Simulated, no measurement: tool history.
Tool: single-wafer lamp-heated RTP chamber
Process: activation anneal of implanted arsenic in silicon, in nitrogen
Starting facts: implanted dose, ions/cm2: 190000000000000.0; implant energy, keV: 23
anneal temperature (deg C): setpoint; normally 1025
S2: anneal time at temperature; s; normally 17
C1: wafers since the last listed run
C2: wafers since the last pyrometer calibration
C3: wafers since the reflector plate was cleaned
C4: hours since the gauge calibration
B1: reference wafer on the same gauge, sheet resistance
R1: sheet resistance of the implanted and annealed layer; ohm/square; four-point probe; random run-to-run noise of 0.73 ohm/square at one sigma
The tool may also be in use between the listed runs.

Run 1, hour 0: usual settings but anneal temperature (deg C) 1005; C1 0; C2 1840; C3 4658; C4 547; B1 576.93. Result: R1 486.2 ohm/square.
Run 2, hour 65.3: usual settings but anneal temperature (deg C) 1005; C1 1344; C2 3184; C3 6003; C4 612.3; B1 576.89. Result: R1 485.95 ohm/square.
At hour 95.9: reflector plate cleaned.
Run 3, hour 97: usual settings but anneal temperature (deg C) 1005; C1 488; C2 3672; C3 22; C4 644; B1 576.91. Result: R1 485.85 ohm/square.
Run 4, hour 142.5: usual settings but S2 14 s; C1 937; C2 4609; C3 959; C4 689.5; B1 576.99. Result: R1 486.19 ohm/square.
Run 5, hour 202.6: usual settings but anneal temperature (deg C) 1037; C1 1237; C2 5847; C3 2196; C4 749.6; B1 577.13. Result: R1 482.55 ohm/square.
At hour 233.5: pyrometer window cleaned and pyrometer calibrated.
Run 6, hour 234: usual settings; C1 481; C2 9; C3 2678; C4 781; B1 576.96. Result: R1 483.13 ohm/square.
Run 7, hour 285.2: usual settings; C1 1054; C2 1063; C3 3733; C4 832.2; B1 577.2. Result: R1 482.87 ohm/square.
Run 8, hour 346.2: usual settings; C1 1256; C2 2320; C3 4989; C4 893.2; B1 577.26. Result: R1 484 ohm/square.
Run 9, hour 380: usual settings but S2 23 s; C1 696; C2 3016; C3 5685; C4 927; B1 577.06. Result: R1 483.53 ohm/square.
At hour 397.9: reflector plate cleaned.
Run 10, hour 446.4: usual settings but S2 19 s; C1 1202; C2 4218; C3 998; C4 993.4; B1 577.03. Result: R1 483.19 ohm/square.
Run 11, hour 473.4: usual settings; C1 556; C2 4774; C3 1554; C4 1020.4; B1 576.96. Result: R1 484.02 ohm/square.
Run 12, hour 504.9: usual settings; C1 648; C2 5423; C3 2203; C4 1051.9; B1 576.97. Result: R1 485.28 ohm/square.
At hour 523.1: pyrometer window cleaned and pyrometer calibrated.
Run 13, hour 536.9: usual settings; C1 494; C2 284; C3 2697; C4 1083.9; B1 577. Result: R1 482.26 ohm/square.
Run 14, hour 576.6: usual settings but S2 10 s; C1 817; C2 1102; C3 3515; C4 1123.6; B1 576.99. Result: R1 486.18 ohm/square.
Run 15, hour 615.1: usual settings; C1 792; C2 1895; C3 4308; C4 1162.1; B1 576.85. Result: R1 484 ohm/square.
At hour 641.5: gauge calibrated.
Run 16, hour 660.3: usual settings; C1 930; C2 2825; C3 5238; C4 18.8; B1 577.04. Result: R1 484.77 ohm/square.
At hour 693.9: reflector plate cleaned.
Run 17, hour 694.4: usual settings; C1 537; C2 3363; C3 10; C4 52.9; B1 577. Result: R1 483.4 ohm/square.
Run 18, hour 732.4: usual settings but anneal temperature (deg C) 1040, S2 25 s; C1 782; C2 4145; C3 792; C4 90.9; B1 577.04. Result: R1 478.61 ohm/square.
At hour 781.9: pyrometer window cleaned and pyrometer calibrated.
Run 19, hour 793.9: usual settings but anneal temperature (deg C) 1047, S2 21 s; C1 1101; C2 246; C3 1894; C4 152.4; B1 577.11. Result: R1 478.89 ohm/square.
Run 20, hour 836.2: usual settings but anneal temperature (deg C) 1044, S2 25 s; C1 871; C2 1117; C3 2765; C4 194.7; B1 577.09. Result: R1 479.28 ohm/square.
Run 21, hour 899.6: usual settings; C1 1305; C2 2423; C3 4071; C4 258.1; B1 577.1. Result: R1 483.39 ohm/square.
Run 22, hour 964: usual settings; C1 1326; C2 3749; C3 5397; C4 322.5; B1 577.05. Result: R1 484.89 ohm/square.
At hour 975.9: reflector plate cleaned.
Run 23, hour 1027.6: usual settings but anneal temperature (deg C) 1052, S2 13 s; C1 1145; C2 4894; C3 1065; C4 386.1; B1 577.09. Result: R1 482.24 ohm/square.
Run 24, hour 1095.8: usual settings but anneal temperature (deg C) 1047, S2 12 s; C1 1404; C2 6299; C3 2469; C4 454.3; B1 576.94. Result: R1 483 ohm/square.
At hour 1107.4: pyrometer window cleaned and pyrometer calibrated.
Run 25, hour 1164.5: usual settings but anneal temperature (deg C) 996, S2 26 s; C1 1250; C2 1175; C3 3719; C4 523; B1 577.07. Result: R1 483.9 ohm/square.
Run 26, hour 1198.6: usual settings but anneal temperature (deg C) 1050, S2 24 s; C1 702; C2 1877; C3 4422; C4 557.1; B1 577.04. Result: R1 477.03 ohm/square.
Run 27, hour 1251.3: usual settings but anneal temperature (deg C) 1016, S2 23 s; C1 1085; C2 2963; C3 5507; C4 609.8; B1 577.05. Result: R1 482.79 ohm/square.
At hour 1268.8: reflector plate cleaned.
Run 28, hour 1284.5: usual settings but anneal temperature (deg C) 1033; C1 518; C2 3482; C3 324; C4 643; B1 576.94. Result: R1 483.57 ohm/square.
Run 29, hour 1334.7: usual settings but anneal temperature (deg C) 1006, S2 13 s; C1 1033; C2 4515; C3 1357; C4 693.2; B1 577.12. Result: R1 486.58 ohm/square.
At hour 1372.6: pyrometer window cleaned and pyrometer calibrated.
Run 30, hour 1385.3: usual settings but anneal temperature (deg C) 1005, S2 11 s; C1 877; C2 261; C3 2235; C4 743.8; B1 576.89. Result: R1 487.72 ohm/square.
Run 31, hour 1431.3: usual settings; C1 947; C2 1208; C3 3182; C4 789.8; B1 577.08. Result: R1 484.97 ohm/square.
Run 32, hour 1473.2: usual settings but anneal temperature (deg C) 1000, S2 10 s; C1 862; C2 2071; C3 4045; C4 831.7; B1 576.87. Result: R1 487.81 ohm/square.
Run 33, hour 1505.7: usual settings but anneal temperature (deg C) 1011, S2 9 s; C1 669; C2 2740; C3 4714; C4 864.2; B1 577.12. Result: R1 488.04 ohm/square.

Give the tool's hidden conditions for every run:
true wafer temperature minus pyrometer reading, K: 0 on each run
wafer temperature error from the tarnished reflector plate, K: 0 on each run
gauge reads high (%): 0 on each run
